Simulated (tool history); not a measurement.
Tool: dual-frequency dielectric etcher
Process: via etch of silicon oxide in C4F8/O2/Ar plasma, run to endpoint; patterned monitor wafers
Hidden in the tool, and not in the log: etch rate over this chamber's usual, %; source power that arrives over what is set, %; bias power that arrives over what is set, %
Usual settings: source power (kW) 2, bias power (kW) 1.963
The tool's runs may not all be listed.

run   hour  source power (kW)  bias power (kW)  wafers since the last listed run  hours since the last wet clean  hours since the last source power generator calibration  hours since the last bias power generator calibration  hours since the last upper electrode change  incoming incoming film thickness, nm  endpoint time (s)
  1      0                  2            1.668                                 0                             342                                                   2624.8                                                   3988                                         4251                                1805.8                313
  2     14                  2            1.668                                50                             356                                                   2638.8                                                   4002                                         4265                                1801.7              314.1
  3   20.3                  2            1.668                                22                           362.3                                                   2645.1                                                 4008.3                                       4271.3                                1794.8              313.8
  4   31.5               2.21            1.963                                40                           373.5                                                   2656.3                                                 4019.5                                       4282.5                                1822.6              295.2
  5   44.5               2.21            1.963                                46                           386.5                                                   2669.3                                                 4032.5                                       4295.5                                  1811              291.7
  6   56.5               2.21            1.963                                43                           398.5                                                   2681.3                                                 4044.5                                       4307.5                                1816.6              291.7
  7   66.2                  2            2.173                                34                           408.2                                                     2691                                                 4054.2                                       4317.2                                1804.5                299
  8    118                  2            2.173                               186                             460                                                   2742.8                                                   4106                                         4369                                1802.3              298.6
  9  124.2                  2            2.173                                22                           466.2                                                     2749                                                 4112.2                                       4375.2                                1810.2              299.3
 10    157                  2            1.963                               118                             499                                                   2781.8                                                   4145                                         4408                                1831.1              305.5
     171.8  -- source power generator calibrated
 11  172.8                  2            1.963                                42                           514.8                                                        1                                                 4160.8                                       4423.8                                1814.9              301.5
     194.1  -- bias power generator calibrated
 12  218.8                  2            1.963                               151                           560.8                                                       47                                                   24.7                                       4469.8                                1816.9              302.8
 13  225.3                  2            1.963                                23                           567.3                                                     53.5                                                   31.2                                       4476.3                                1820.4              306.5
     254.6  -- upper electrode replaced
 14  255.1                  2            1.963                                20                           597.1                                                     83.3                                                     61                                          0.5                                1819.8              299.8
 15  255.5               1.76            2.288                                 1                           597.5                                                     83.7                                                   61.4                                          0.9                                1820.7              313.9
       283  -- wet clean of the chamber
 16  283.5               2.47            1.662                                14                             0.5                                                    111.7                                                   89.4                                         28.9                                1820.2              277.2
 17  283.9                  2            1.647                                 1                             0.9                                                    112.1                                                   89.8                                         29.3                                1827.3              304.6
 18    298               1.63            1.787                                50                              15                                                    126.2                                                  103.9                                         43.4                                1819.5              328.8
 19  313.9                  2            1.963                                57                            30.9                                                    142.1                                                  119.8                                         59.3                                1789.3              290.4

Forecast run 20:
 20  323.9               1.64            1.963                                35                            40.9                                                    152.1                                                  129.8                                         69.3                                1811.1                  ?

{"run 20": {"endpoint time (s)": 323}}
Without the tool's hidden state the same run would have given endpoint time (s) 342.9.
